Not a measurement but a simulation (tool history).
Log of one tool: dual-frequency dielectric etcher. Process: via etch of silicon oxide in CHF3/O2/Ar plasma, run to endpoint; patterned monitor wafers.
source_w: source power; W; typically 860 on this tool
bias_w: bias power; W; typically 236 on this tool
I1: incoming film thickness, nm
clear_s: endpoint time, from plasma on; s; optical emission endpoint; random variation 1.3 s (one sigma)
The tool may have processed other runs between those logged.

Run 1, hour 0: usual settings but source_w 720 W, bias_w 282 W; I1 579.6. Result: clear_s 238.6 s.
Run 2, hour 96.3: usual settings; I1 570.4. Result: clear_s 231.4 s.
Run 3, hour 374.3: usual settings; I1 576.9. Result: clear_s 236.5 s.
Run 4, hour 411.7: usual settings; I1 573.4. Result: clear_s 233.8 s.
Run 5, hour 455.2: usual settings but source_w 790 W; I1 576. Result: clear_s 245.8 s.
Run 6, hour 519.7: usual settings but bias_w 262 W; I1 572.5. Result: clear_s 218.8 s.
At hour 576.8: wet clean of the chamber.
Run 7, hour 609.7: usual settings but bias_w 262 W; I1 579.2. Result: clear_s 222 s.
At hour 615.6: bias power generator calibrated.
Run 8, hour 691: usual settings; I1 579.1. Result: clear_s 241.1 s.
Run 9, hour 735.3: usual settings but source_w 780 W; I1 579.3. Result: clear_s 254.1 s.
Run 10, hour 782.6: usual settings; I1 570.1. Result: clear_s 236.1 s.
Run 11, hour 841.9: usual settings; I1 575.7. Result: clear_s 237.6 s.
Run 12, hour 928.7: usual settings; I1 577.9. Result: clear_s 236.8 s.
Run 13, hour 992.5: usual settings; I1 577. Result: clear_s 237.4 s.
Run 14, hour 1083.6: usual settings; I1 573.3. Result: clear_s 234.8 s.
Run 15, hour 1147.9: usual settings; I1 578. Result: clear_s 237.8 s.
Run 16, hour 1201.1: usual settings but source_w 740 W, bias_w 211 W; I1 578.4. Result: clear_s 276.9 s.
At hour 1225.8: wet clean of the chamber.
At hour 1295.9: upper electrode replaced.
Run 17, hour 1303.1: usual settings but bias_w 262 W; I1 570. Result: clear_s 219 s.
Run 18, hour 1388.1: usual settings but source_w 660 W; I1 577.2. Result: clear_s 284.7 s.
Run 19, hour 1459.8: usual settings but source_w 650 W, bias_w 207 W; I1 575.9. Result: clear_s 306.9 s.
Run 20, hour 1563.9: usual settings but source_w 1060 W, bias_w 183 W; I1 578.7. Result: clear_s 243.6 s.
Run 21, hour 1631.9: usual settings but source_w 720 W, bias_w 282 W; I1 580.6. Result: clear_s 238.1 s.
Run 22, hour 1726.1: usual settings; I1 575.6. Result: clear_s 232.3 s.
At hour 1874.3: wet clean of the chamber.
Run 23, hour 1874.8: usual settings but source_w 1040 W, bias_w 209 W; I1 577.7. Result: clear_s 225.6 s.
At hour 1926.4: source power generator calibrated.
Run 24, hour 1935.2: usual settings but source_w 770 W, bias_w 282 W; I1 578.6. Result: clear_s 228.4 s.
Run 25, hour 2017.3: usual settings but source_w 950 W, bias_w 289 W; I1 572.4. Result: clear_s 193.9 s.
Run 26, hour 2099.4: usual settings; I1 577.8. Result: clear_s 235.4 s.
Run 27, hour 2139.7: usual settings but source_w 1080 W, bias_w 187 W; I1 576.1. Result: clear_s 233.6 s.
Run 28, hour 2190.6: usual settings but source_w 700 W, bias_w 218 W; I1 579.4. Result: clear_s 280.9 s.
Run 29, hour 2237.8: usual settings; I1 584.9. Result: clear_s 236 s.
At hour 2295.7: bias power generator calibrated.
Run 30, hour 2306.8: usual settings but bias_w 262 W; I1 576.8. Result: clear_s 227.5 s.
Run 31, hour 2405.2: usual settings but source_w 980 W, bias_w 199 W; I1 577.5. Result: clear_s 243.2 s.
At hour 2456.9: wet clean of the chamber.
Run 32, hour 2457.4: usual settings but source_w 1060 W, bias_w 184 W; I1 577.8. Result: clear_s 244.9 s.
Run 33, hour 2494.5: usual settings but source_w 1070 W, bias_w 192 W; I1 576.7. Result: clear_s 236 s.
Run 34, hour 2571.6: usual settings but source_w 800 W, bias_w 221 W; I1 573.5. Result: clear_s 257.6 s.

Each row is a separate what-if for the run after 34, all from the same tool condition, not one after another. Results?
Run A, hour 2572.1: usual settings; I1 580. Result: clear_s ?.
Run B, hour 2572.1: usual settings but source_w 920 W; I1 580. Result: clear_s ?.
Run C, hour 2572.1: usual settings but bias_w 212 W; I1 580. Result: clear_s ?.
Run D, hour 2572.1: usual settings but source_w 990 W, bias_w 212 W; I1 580. Result: clear_s ?.
Run E, hour 2572.1: usual settings but source_w 950 W, bias_w 265 W; I1 580. Result: clear_s ?.

run  clear_s
  A      241
  B    231.5
  C      256
  D    235.6
  E    213.5
Had the tool no hidden state, the same runs would have come out as:
run  clear_s
  A    241.2
  B    231.7
  C    256.2
  D    235.7
  E    213.7

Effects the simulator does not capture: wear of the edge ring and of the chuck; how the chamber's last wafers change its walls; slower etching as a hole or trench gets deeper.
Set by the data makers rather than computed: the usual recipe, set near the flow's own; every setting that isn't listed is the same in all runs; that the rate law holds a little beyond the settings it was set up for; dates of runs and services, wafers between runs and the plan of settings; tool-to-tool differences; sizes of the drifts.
